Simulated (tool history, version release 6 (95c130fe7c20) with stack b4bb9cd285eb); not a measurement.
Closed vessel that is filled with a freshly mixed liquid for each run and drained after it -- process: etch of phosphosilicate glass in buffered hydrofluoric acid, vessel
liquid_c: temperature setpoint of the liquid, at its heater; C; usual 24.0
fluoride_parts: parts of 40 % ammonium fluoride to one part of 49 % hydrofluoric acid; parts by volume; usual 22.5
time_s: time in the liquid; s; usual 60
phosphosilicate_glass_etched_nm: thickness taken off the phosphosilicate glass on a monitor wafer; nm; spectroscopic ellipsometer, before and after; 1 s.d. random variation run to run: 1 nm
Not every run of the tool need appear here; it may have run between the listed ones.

run,day,liquid_c,fluoride_parts,time_s,wafers since the last listed run,hours since the thermometer was replaced,hours since the hydrofluoric acid flow meter was replaced,hours since the gauge calibration,"read-back film thickness of the phosphosilicate glass reference wafer, read on the same gauge (nm)",phosphosilicate_glass_etched_nm
1,0.000,24.0,25.5,60,0,1022.4,1986.7,272.5,40.85,189.46
2,2.767,24.0,25.5,60,8539,1088.8,2053.1,338.9,40.96,189.43
3,5.717,24.0,22.5,80,9105,1159.6,2123.9,409.7,41.03,276.76
4,7.542,24.0,22.5,80,5633,1203.4,2167.7,453.5,41.08,275.04
5,9.279,24.0,22.5,80,5363,1245.1,2209.4,495.2,41.08,278.41
6,10.317,24.0,22.5,60,3202,1270.0,2234.3,520.1,41.09,206.56
7,12.196,24.0,22.5,60,5800,1315.1,2279.4,565.2,41.13,210.35
8,13.812,24.0,22.5,60,4990,1353.9,2318.2,604.0,41.10,208.62
9,16.229,24.0,22.5,60,7459,1411.9,2376.2,662.0,41.16,207.69
10,17.792,24.0,22.5,60,4822,1449.4,2413.7,699.5,41.18,206.09
# day 17.879: thermometer replaced
# day 20.029: gauge calibrated
11,20.300,25.5,22.5,45,7613,58.1,2473.9,6.5,40.15,164.52
# day 22.917: hydrofluoric acid flow meter replaced
12,23.038,26.0,30.0,90,8321,123.8,2.9,72.2,40.40,278.79
13,25.654,27.5,16.5,35,8076,186.6,65.7,135.0,40.65,188.76
14,28.029,24.0,16.5,30,7330,243.6,122.7,192.0,40.75,135.24
15,30.525,22.0,18.0,30,7703,303.5,182.6,251.9,40.85,111.72
16,32.033,22.5,30.0,35,4655,339.7,218.8,288.1,40.86,90.78
17,34.312,27.5,30.0,50,7035,394.4,273.5,342.8,40.94,170.57

Here are 3 independent what-if runs from the current tool condition. What would each one return?
A,34.342,24.0,22.5,60,90,395.1,274.2,343.5,?,?
B,34.342,27.5,22.5,60,90,395.1,274.2,343.5,?,?
C,34.342,25.5,16.5,75,90,395.1,274.2,343.5,?,?

run,"read-back film thickness of the phosphosilicate glass reference wafer, read on the same gauge (nm)",phosphosilicate_glass_etched_nm
A,41.00,209.34
B,41.00,253.10
C,41.00,372.17
With no hidden state in the tool, these same runs would have given:
run,phosphosilicate_glass_etched_nm
A,204.42
B,247.14
C,363.41

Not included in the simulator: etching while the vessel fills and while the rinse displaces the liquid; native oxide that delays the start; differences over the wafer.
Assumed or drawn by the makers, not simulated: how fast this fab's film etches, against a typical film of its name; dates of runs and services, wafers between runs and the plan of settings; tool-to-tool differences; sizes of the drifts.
